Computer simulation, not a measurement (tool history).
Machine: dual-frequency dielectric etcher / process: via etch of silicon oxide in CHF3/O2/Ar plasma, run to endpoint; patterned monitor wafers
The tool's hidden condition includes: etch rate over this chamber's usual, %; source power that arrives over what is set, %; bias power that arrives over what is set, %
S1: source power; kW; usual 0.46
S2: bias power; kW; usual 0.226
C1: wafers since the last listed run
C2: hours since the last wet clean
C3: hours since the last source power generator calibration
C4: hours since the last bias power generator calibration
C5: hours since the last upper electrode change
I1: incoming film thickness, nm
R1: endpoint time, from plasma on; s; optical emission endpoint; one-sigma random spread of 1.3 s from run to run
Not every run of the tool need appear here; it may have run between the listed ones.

run	day	S1	S2	C1	C2	C3	C4	C5	I1	R1
1	0	0.46	0.226	0	428.2	3016.2	2001.3	2826.6	423.6	207.3
2	1.958	0.46	0.226	159	475.2	3063.2	2048.3	2873.6	428.7	210.9
3	3.788	0.46	0.226	148	519.1	3107.1	2092.2	2917.5	428.2	206.9
# day 5.146: wet clean of the chamber
4	6.583	0.46	0.226	146	34.5	3174.2	2159.3	2984.6	427.2	213.6
5	8.462	0.43	0.214	152	79.6	3219.3	2204.4	3029.7	428.3	226.8
6	10.446	0.43	0.214	161	127.2	3266.9	2252	3077.3	424.4	222.6
7	13.229	0.43	0.214	226	194	3333.7	2318.8	3144.1	423.8	225.2
# day 15.204: upper electrode replaced
8	15.946	0.46	0.188	139	259.2	3398.9	2384	17.8	424	223
9	19.912	0.46	0.188	322	354.4	3494.1	2479.2	113	427.1	220.7
# day 21.108: source power generator calibrated
10	22.096	0.46	0.188	164	406.8	23.7	2531.6	165.4	423.9	220.2
11	25	0.37	0.197	236	476.5	93.4	2601.3	235.1	424.1	248.3
12	26.317	0.42	0.26	107	508.1	125	2632.9	266.7	426.6	209.9
# day 27.992: wet clean of the chamber
13	28.012	0.46	0.226	56	0.5	165.7	2673.6	307.4	423.1	202.7
# day 30.083: bias power generator calibrated
14	30.146	0.57	0.185	160	51.7	216.9	1.5	358.6	426.9	193.7
15	32.654	0.55	0.26	204	111.9	277.1	61.7	418.8	427.3	175
16	34.688	0.46	0.226	165	160.7	325.9	110.5	467.6	423.8	201.2
17	37.483	0.35	0.226	227	227.8	393	177.6	534.7	424.3	237.3
# day 38.554: wet clean of the chamber, repeated, since the last time left the tool worse
18	39.162	0.46	0.226	55	14.6	433.3	217.9	575	420.7	212.6
19	41.892	0.46	0.226	222	80.1	498.8	283.4	640.5	426.5	212.8
20	43.158	0.39	0.273	103	110.5	529.2	313.8	670.9	431.9	223.5

Below are 3 alternative next runs, each starting from the tool's condition after run 20. Predict each:
A	43.179	0.46	0.208	1	111	529.7	314.3	671.4	423.5	?
B	43.179	0.41	0.184	1	111	529.7	314.3	671.4	423.5	?
C	43.179	0.55	0.226	1	111	529.7	314.3	671.4	423.5	?

run	R1
A	216.9
B	242.2
C	190.6
Take away the tool's hidden state, keep each run's random variation, and the runs would have read:
run	R1
A	218.2
B	243.7
C	191.8

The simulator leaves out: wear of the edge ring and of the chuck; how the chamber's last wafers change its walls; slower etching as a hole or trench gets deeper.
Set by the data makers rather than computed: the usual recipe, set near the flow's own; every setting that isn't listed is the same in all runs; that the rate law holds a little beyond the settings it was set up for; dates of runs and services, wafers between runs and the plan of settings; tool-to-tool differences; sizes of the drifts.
